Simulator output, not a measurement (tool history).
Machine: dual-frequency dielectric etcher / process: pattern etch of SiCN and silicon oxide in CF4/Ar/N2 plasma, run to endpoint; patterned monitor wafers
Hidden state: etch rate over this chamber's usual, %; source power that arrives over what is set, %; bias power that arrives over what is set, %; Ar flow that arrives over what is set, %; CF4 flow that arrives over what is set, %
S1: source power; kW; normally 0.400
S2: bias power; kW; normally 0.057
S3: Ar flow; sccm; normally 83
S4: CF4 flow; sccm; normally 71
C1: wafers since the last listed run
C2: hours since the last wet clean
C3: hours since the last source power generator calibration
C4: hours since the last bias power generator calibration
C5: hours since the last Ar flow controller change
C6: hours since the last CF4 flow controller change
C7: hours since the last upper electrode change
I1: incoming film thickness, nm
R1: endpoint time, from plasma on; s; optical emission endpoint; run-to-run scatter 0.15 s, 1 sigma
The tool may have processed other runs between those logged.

run   hour     S1     S2   S3  S4   C1     C2      C3      C4      C5      C6      C7     I1    R1
  1    0.0  0.400  0.057   83  71    0  413.1  2174.9  3932.4  1799.9  4991.4  4954.5  15.42  21.1
  2   12.8  0.400  0.057   83  71  271  425.9  2187.7  3945.2  1812.7  5004.2  4967.3  15.20  20.7
  3   18.9  0.400  0.057   83  71  129  432.0  2193.8  3951.3  1818.8  5010.3  4973.4  15.43  20.8
      36.4  -- bias power generator calibrated
  4   36.9  0.400  0.057   83  71  297  450.0  2211.8     0.5  1836.8  5028.3  4991.4  15.44  20.9
      41.7  -- source power generator calibrated
      49.1  -- CF4 flow controller replaced
  5   49.6  0.400  0.057   83  71   57  462.7     7.9    13.2  1849.5     0.5  5004.1  15.40  20.9
  6   57.1  0.400  0.057   83  71  159  470.2    15.4    20.7  1857.0     8.0  5011.6  15.34  20.7
  7   64.8  0.430  0.045   97  60  163  477.9    23.1    28.4  1864.7    15.7  5019.3  15.32  22.6
  8   76.5  0.400  0.057   68  71  248  489.6    34.8    40.1  1876.4    27.4  5031.0  15.26  19.7
  9   86.0  0.440  0.070   76  71  201  499.1    44.3    49.6  1885.9    36.9  5040.5  15.30  17.1
     118.3  -- upper electrode replaced
 10  118.8  0.400  0.061   83  71  186  531.9    77.1    82.4  1918.7    69.7     0.5  15.59  20.5
 11  119.1  0.400  0.051   83  71    6  532.2    77.4    82.7  1919.0    70.0     0.8  15.48  21.7
 12  121.4  0.400  0.068   97  71   48  534.5    79.7    85.0  1921.3    72.3     3.1  15.37  20.2
     141.6  -- Ar flow controller replaced
     146.9  -- wet clean of the chamber
 13  147.4  0.330  0.068   66  71  312    0.5   105.7   111.0     5.8    98.3    29.1  15.51  22.7
 14  147.7  0.470  0.049   83  71    6    0.8   106.0   111.3     6.1    98.6    29.4  15.45  19.7
 15  159.1  0.310  0.057   75  71  242   12.2   117.4   122.7    17.5   110.0    40.8  15.43  26.3
 16  171.8  0.400  0.057   83  82  269   24.9   130.1   135.4    30.2   122.7    53.5  15.33  20.9
 17  184.8  0.450  0.067   68  59  276   37.9   143.1   148.4    43.2   135.7    66.5  15.40  17.6
 18  193.1  0.320  0.057   83  71  176   46.2   151.4   156.7    51.5   144.0    74.8  15.42  26.2
 19  204.5  0.450  0.057   75  60  242   57.6   162.8   168.1    62.9   155.4    86.2  15.41  19.2
 20  217.0  0.400  0.057   83  71  265   70.1   175.3   180.6    75.4   167.9    98.7  15.45  21.4
 21  229.7  0.400  0.057  104  60  269   82.8   188.0   193.3    88.1   180.6   111.4  15.51  23.3
 22  242.1  0.400  0.067   99  71  263   95.2   200.4   205.7   100.5   193.0   123.8  15.35  20.8
 23  249.9  0.430  0.057   83  58  165  103.0   208.2   213.5   108.3   200.8   131.6  15.51  21.0
 24  264.5  0.400  0.057   83  71  310  117.6   222.8   228.1   122.9   215.4   146.2  15.34  21.1

Had the tool no unlogged condition, and each run kept its random variation, what would the results have been?
run    R1
  1  21.8
  2  21.4
  3  21.5
  4  21.7
  5  21.6
  6  21.5
  7  23.5
  8  20.4
  9  17.8
 10  21.4
 11  22.6
 12  21.0
 13  22.8
 14  19.8
 15  26.4
 16  21.0
 17  17.7
 18  26.4
 19  19.4
 20  21.6
 21  23.6
 22  21.0
 23  21.2
 24  21.4

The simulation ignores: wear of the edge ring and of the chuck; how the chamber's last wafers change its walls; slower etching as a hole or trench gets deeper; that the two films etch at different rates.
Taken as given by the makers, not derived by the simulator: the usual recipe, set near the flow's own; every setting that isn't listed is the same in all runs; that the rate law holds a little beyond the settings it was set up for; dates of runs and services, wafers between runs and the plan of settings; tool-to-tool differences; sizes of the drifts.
